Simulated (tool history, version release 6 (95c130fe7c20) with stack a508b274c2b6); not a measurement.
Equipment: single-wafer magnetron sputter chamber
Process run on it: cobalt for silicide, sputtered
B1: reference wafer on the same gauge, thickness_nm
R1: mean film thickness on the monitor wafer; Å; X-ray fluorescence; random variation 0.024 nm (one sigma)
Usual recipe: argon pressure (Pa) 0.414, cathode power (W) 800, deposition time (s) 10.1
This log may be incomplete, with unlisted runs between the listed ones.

{"run": 1, "hour": 0.0, "argon pressure (Pa)": 0.414, "cathode power (W)": 700, "deposition time (s)": 10.1, "B1": 4.585, "R1": 36.54}
{"run": 2, "hour": 7.6, "argon pressure (Pa)": 0.414, "cathode power (W)": 800, "deposition time (s)": 10.1, "B1": 4.585, "R1": 41.14}
{"run": 3, "hour": 19.4, "argon pressure (Pa)": 0.414, "cathode power (W)": 800, "deposition time (s)": 10.1, "B1": 4.587, "R1": 41.2}
{"run": 4, "hour": 30.0, "argon pressure (Pa)": 0.414, "cathode power (W)": 800, "deposition time (s)": 10.1, "B1": 4.589, "R1": 41.04}
{"run": 5, "hour": 47.0, "argon pressure (Pa)": 0.325, "cathode power (W)": 800, "deposition time (s)": 10.1, "B1": 4.597, "R1": 42.02}
{"run": 6, "hour": 59.8, "argon pressure (Pa)": 0.325, "cathode power (W)": 800, "deposition time (s)": 10.1, "B1": 4.594, "R1": 41.76}
{"run": 7, "hour": 69.0, "argon pressure (Pa)": 0.363, "cathode power (W)": 800, "deposition time (s)": 10.1, "B1": 4.592, "R1": 40.71}
{"run": 8, "hour": 81.0, "argon pressure (Pa)": 0.363, "cathode power (W)": 800, "deposition time (s)": 10.1, "B1": 4.591, "R1": 40.36}
{"hour": 93.3, "done": "sputter target and shields replaced"}
{"run": 9, "hour": 94.5, "argon pressure (Pa)": 0.363, "cathode power (W)": 800, "deposition time (s)": 10.1, "B1": 4.594, "R1": 42.12}
{"run": 10, "hour": 140.5, "argon pressure (Pa)": 0.414, "cathode power (W)": 800, "deposition time (s)": 9.1, "B1": 4.594, "R1": 36.73}
{"hour": 142.3, "done": "gauge calibrated"}
{"run": 11, "hour": 150.0, "argon pressure (Pa)": 0.414, "cathode power (W)": 800, "deposition time (s)": 10.1, "B1": 4.59, "R1": 40.37}
{"run": 12, "hour": 167.3, "argon pressure (Pa)": 0.414, "cathode power (W)": 800, "deposition time (s)": 10.1, "B1": 4.596, "R1": 40.32}
{"hour": 188.7, "done": "capacitance manometer re-zeroed and calibrated"}
{"run": 13, "hour": 189.2, "argon pressure (Pa)": 0.414, "cathode power (W)": 800, "deposition time (s)": 10.1, "B1": 4.588, "R1": 39.73}
{"run": 14, "hour": 195.9, "argon pressure (Pa)": 0.414, "cathode power (W)": 800, "deposition time (s)": 10.1, "B1": 4.587, "R1": 38.93}
{"hour": 206.6, "done": "sputter target and shields replaced"}
{"run": 15, "hour": 212.5, "argon pressure (Pa)": 0.414, "cathode power (W)": 800, "deposition time (s)": 8.7, "B1": 4.592, "R1": 35.32}
{"run": 16, "hour": 218.7, "argon pressure (Pa)": 0.414, "cathode power (W)": 800, "deposition time (s)": 8.7, "B1": 4.587, "R1": 35.31}
{"run": 17, "hour": 225.0, "argon pressure (Pa)": 0.414, "cathode power (W)": 950, "deposition time (s)": 10.6, "B1": 4.597, "R1": 50.99}
{"run": 18, "hour": 233.0, "argon pressure (Pa)": 0.29, "cathode power (W)": 900, "deposition time (s)": 10.1, "B1": 4.59, "R1": 48.22}
{"run": 19, "hour": 244.7, "argon pressure (Pa)": 0.525, "cathode power (W)": 600, "deposition time (s)": 9.3, "B1": 4.593, "R1": 26.58}
{"run": 20, "hour": 252.0, "argon pressure (Pa)": 0.287, "cathode power (W)": 800, "deposition time (s)": 10.1, "B1": 4.592, "R1": 42.52}
{"run": 21, "hour": 261.8, "argon pressure (Pa)": 0.465, "cathode power (W)": 700, "deposition time (s)": 11.1, "B1": 4.591, "R1": 37.83}
{"run": 22, "hour": 268.7, "argon pressure (Pa)": 0.325, "cathode power (W)": 800, "deposition time (s)": 10.1, "B1": 4.595, "R1": 41.5}
{"run": 23, "hour": 284.9, "argon pressure (Pa)": 0.414, "cathode power (W)": 800, "deposition time (s)": 11.7, "B1": 4.592, "R1": 45.73}
{"run": 24, "hour": 291.3, "argon pressure (Pa)": 0.525, "cathode power (W)": 600, "deposition time (s)": 9.3, "B1": 4.593, "R1": 25.72}
{"hour": 303.7, "done": "sputter target and shields replaced"}
{"hour": 310.4, "done": "magnet pack replaced"}
{"run": 25, "hour": 310.9, "argon pressure (Pa)": 0.285, "cathode power (W)": 700, "deposition time (s)": 9.3, "B1": 4.591, "R1": 35.37}
{"run": 26, "hour": 345.0, "argon pressure (Pa)": 0.328, "cathode power (W)": 950, "deposition time (s)": 9.1, "B1": 4.594, "R1": 44.97}
{"run": 27, "hour": 353.0, "argon pressure (Pa)": 0.414, "cathode power (W)": 800, "deposition time (s)": 10.1, "B1": 4.592, "R1": 41.07}
{"run": 28, "hour": 378.1, "argon pressure (Pa)": 0.537, "cathode power (W)": 800, "deposition time (s)": 10.1, "B1": 4.587, "R1": 37.98}
{"run": 29, "hour": 415.0, "argon pressure (Pa)": 0.538, "cathode power (W)": 800, "deposition time (s)": 11.0, "B1": 4.59, "R1": 40.94}
{"hour": 427.5, "done": "sputter target and shields replaced"}
{"run": 30, "hour": 428.0, "argon pressure (Pa)": 0.532, "cathode power (W)": 950, "deposition time (s)": 8.8, "B1": 4.591, "R1": 41.09}
{"run": 31, "hour": 433.4, "argon pressure (Pa)": 0.414, "cathode power (W)": 800, "deposition time (s)": 8.9, "B1": 4.591, "R1": 36.61}
{"run": 32, "hour": 445.0, "argon pressure (Pa)": 0.262, "cathode power (W)": 900, "deposition time (s)": 10.1, "B1": 4.591, "R1": 49.72}

Subtracting, for every run, the result it would have given without the tool's unlogged condition from the measured result gives the following. The same run-to-run variation enters both numbers; the gauge's scatter may not:
The tool's hidden condition here consists of: deposition rate above that of a new target (%); true argon pressure above the setpoint (%); gauge reads high (%).
run=1 R1=-0.33
run=2 R1=-0.54
run=3 R1=-0.83
run=4 R1=-1.08
run=5 R1=-1.53
run=6 R1=-1.84
run=7 R1=-2.03
run=8 R1=-2.30
run=9 R1=-0.21
run=10 R1=-1.16
run=11 R1=-1.50
run=12 R1=-1.92
run=13 R1=-2.44
run=14 R1=-2.56
run=15 R1=-0.56
run=16 R1=-0.69
run=17 R1=-1.18
run=18 R1=-1.34
run=19 R1=-0.93
run=20 R1=-1.66
run=21 R1=-1.70
run=22 R1=-2.04
run=23 R1=-2.71
run=24 R1=-1.63
run=25 R1=-0.19
run=26 R1=-1.13
run=27 R1=-1.21
run=28 R1=-1.69
run=29 R1=-2.77
run=30 R1=-0.16
run=31 R1=-0.25
run=32 R1=-0.68

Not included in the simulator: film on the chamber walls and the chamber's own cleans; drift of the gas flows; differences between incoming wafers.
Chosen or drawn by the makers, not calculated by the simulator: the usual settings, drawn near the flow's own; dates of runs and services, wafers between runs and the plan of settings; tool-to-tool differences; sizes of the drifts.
